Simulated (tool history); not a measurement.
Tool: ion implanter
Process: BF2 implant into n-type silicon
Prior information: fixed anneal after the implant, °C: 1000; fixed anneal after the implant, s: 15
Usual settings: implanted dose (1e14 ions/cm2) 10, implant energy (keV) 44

run,hour,implanted dose (1e14 ions/cm2),implant energy (keV),wafers since the last listed run,hours since the last dose calibration,hours since the extraction supply was calibrated,hours since the gauge calibration,"read-back reference wafer on the same gauge, sheet resistance",sheet resistance of the implanted and annealed layer (ohm/square)
1,0,10,44,0,280,4324.2,1864.3,173.01,150.13
2,92.5,8.04,44,3409,372.5,4416.7,1956.8,173.09,170.7
3,184.4,12.33,39,3387,464.4,4508.6,2048.7,173,144.64
4,264.4,12.33,39,2948,544.4,4588.6,2128.7,173.02,145.25
5,322.9,10,44,2156,602.9,4647.1,2187.2,173.04,150.6
6,362.6,10,44,1463,642.6,4686.8,2226.9,173.02,150.21
# hour 387.9: Faraday cup replaced and dose calibrated
7,437,10,44,2447,49.1,4761.2,2301.3,172.9,149.39
8,523.2,8.09,44,3177,135.3,4847.4,2387.5,172.92,169.01
9,728.2,10,44,7555,340.3,5052.4,2592.5,172.9,150.54
# hour 792.1: gauge calibrated
10,819.1,10,44,3350,431.2,5143.3,27,172.99,150.45
11,915.8,10,37.5,3564,527.9,5240,123.7,173.06,159.82
# hour 973.2: Faraday cup replaced and dose calibrated
12,989.6,8.98,51.5,2425,16.4,5313.8,197.5,172.91,151.02
13,1096.2,11.25,32,3929,123,5420.4,304.1,173.03,162.84
14,1157.1,10,35,2244,183.9,5481.3,365,173.03,163.41
# hour 1234.3: extraction supply calibrated
15,1249.2,10,44,3099,276,14.9,457.1,173.06,150.06

Run 16 is up next; what results do you expect?
16,1523.8,10,44,10121,550.6,289.5,731.7,?,?

{"run 16": {"read-back reference wafer on the same gauge, sheet resistance": 172.98, "sheet resistance of the implanted and annealed layer (ohm/square)": 150.47}}
Without the tool's hidden state the same run would have given sheet resistance of the implanted and annealed layer (ohm/square) 148.79.
